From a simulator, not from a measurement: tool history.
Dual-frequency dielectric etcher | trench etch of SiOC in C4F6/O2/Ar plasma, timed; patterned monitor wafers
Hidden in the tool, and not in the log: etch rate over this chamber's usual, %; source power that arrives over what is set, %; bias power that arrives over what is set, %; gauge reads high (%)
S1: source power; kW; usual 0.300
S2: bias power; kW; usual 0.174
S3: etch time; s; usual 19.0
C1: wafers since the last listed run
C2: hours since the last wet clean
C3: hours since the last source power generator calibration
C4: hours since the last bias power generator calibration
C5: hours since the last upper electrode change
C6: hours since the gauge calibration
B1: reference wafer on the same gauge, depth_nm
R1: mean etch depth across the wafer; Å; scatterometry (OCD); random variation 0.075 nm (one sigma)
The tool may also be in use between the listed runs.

run	hour	S1	S2	S3	C1	C2	C3	C4	C5	C6	B1	R1
1	0.0	0.300	0.174	19.0	0	388.0	1851.2	4144.8	3958.1	1637.8	31.49	341.5
2	64.3	0.300	0.174	19.0	820	452.3	1915.5	4209.1	4022.4	1702.1	31.49	340.0
# hour 92.5: upper electrode replaced
3	106.4	0.300	0.174	19.0	230	494.4	1957.6	4251.2	13.9	1744.2	31.51	341.8
4	131.1	0.300	0.174	19.0	315	519.1	1982.3	4275.9	38.6	1768.9	31.50	341.8
5	178.6	0.300	0.174	21.5	606	566.6	2029.8	4323.4	86.1	1816.4	31.52	383.6
# hour 277.1: source power generator calibrated
# hour 290.9: wet clean of the chamber
# hour 312.9: gauge calibrated
6	324.6	0.300	0.174	19.0	1636	33.7	47.5	4469.4	232.1	11.7	31.51	341.8
7	457.9	0.300	0.174	13.5	1700	167.0	180.8	4602.7	365.4	145.0	31.50	241.5
8	499.1	0.340	0.161	20.5	525	208.2	222.0	4643.9	406.6	186.2	31.52	371.9
# hour 541.2: bias power generator calibrated
9	564.4	0.370	0.204	19.0	782	273.5	287.3	23.2	471.9	251.5	31.52	383.5
10	706.5	0.350	0.196	24.5	1813	415.6	429.4	165.3	614.0	393.6	31.50	479.2
11	751.6	0.260	0.202	16.5	575	460.7	474.5	210.4	659.1	438.7	31.50	299.6
12	787.4	0.300	0.205	19.0	456	496.5	510.3	246.2	694.9	474.5	31.50	360.7
13	837.8	0.300	0.174	14.5	643	546.9	560.7	296.6	745.3	524.9	31.52	259.0
# hour 869.4: wet clean of the chamber
14	902.0	0.230	0.174	22.5	512	32.6	624.9	360.8	809.5	589.1	31.50	375.4
15	970.2	0.240	0.132	22.5	870	100.8	693.1	429.0	877.7	657.3	31.51	343.7
16	1006.5	0.360	0.154	16.0	463	137.1	729.4	465.3	914.0	693.6	31.48	292.1
17	1060.3	0.370	0.143	24.0	686	190.9	783.2	519.1	967.8	747.4	31.50	430.1
18	1086.3	0.300	0.174	19.0	331	216.9	809.2	545.1	993.8	773.4	31.49	341.2
19	1153.4	0.340	0.174	23.5	856	284.0	876.3	612.2	1060.9	840.5	31.50	439.3
20	1206.9	0.300	0.174	19.0	682	337.5	929.8	665.7	1114.4	894.0	31.48	342.4
21	1252.5	0.330	0.174	17.5	581	383.1	975.4	711.3	1160.0	939.6	31.50	323.0
22	1278.2	0.300	0.144	19.0	327	408.8	1001.1	737.0	1185.7	965.3	31.48	320.1
23	1341.1	0.340	0.174	15.0	802	471.7	1064.0	799.9	1248.6	1028.2	31.53	278.5
24	1394.4	0.320	0.205	16.0	680	525.0	1117.3	853.2	1301.9	1081.5	31.51	309.4
25	1432.2	0.300	0.157	19.0	482	562.8	1155.1	891.0	1339.7	1119.3	31.49	327.7
26	1473.3	0.300	0.174	20.5	524	603.9	1196.2	932.1	1380.8	1160.4	31.49	368.0
# hour 1507.6: wet clean of the chamber
27	1531.7	0.300	0.174	19.0	438	24.1	1254.6	990.5	1439.2	1218.8	31.50	340.4
28	1601.6	0.340	0.174	19.0	891	94.0	1324.5	1060.4	1509.1	1288.7	31.51	353.4
29	1645.6	0.240	0.174	19.0	561	138.0	1368.5	1104.4	1553.1	1332.7	31.50	318.7

The tool's hidden state at each run:
etch rate over this chamber's usual, %: 0 in every run
source power that arrives over what is set, %: 0 in every run
bias power that arrives over what is set, %: 0 in every run
gauge reads high (%): 0 in every run
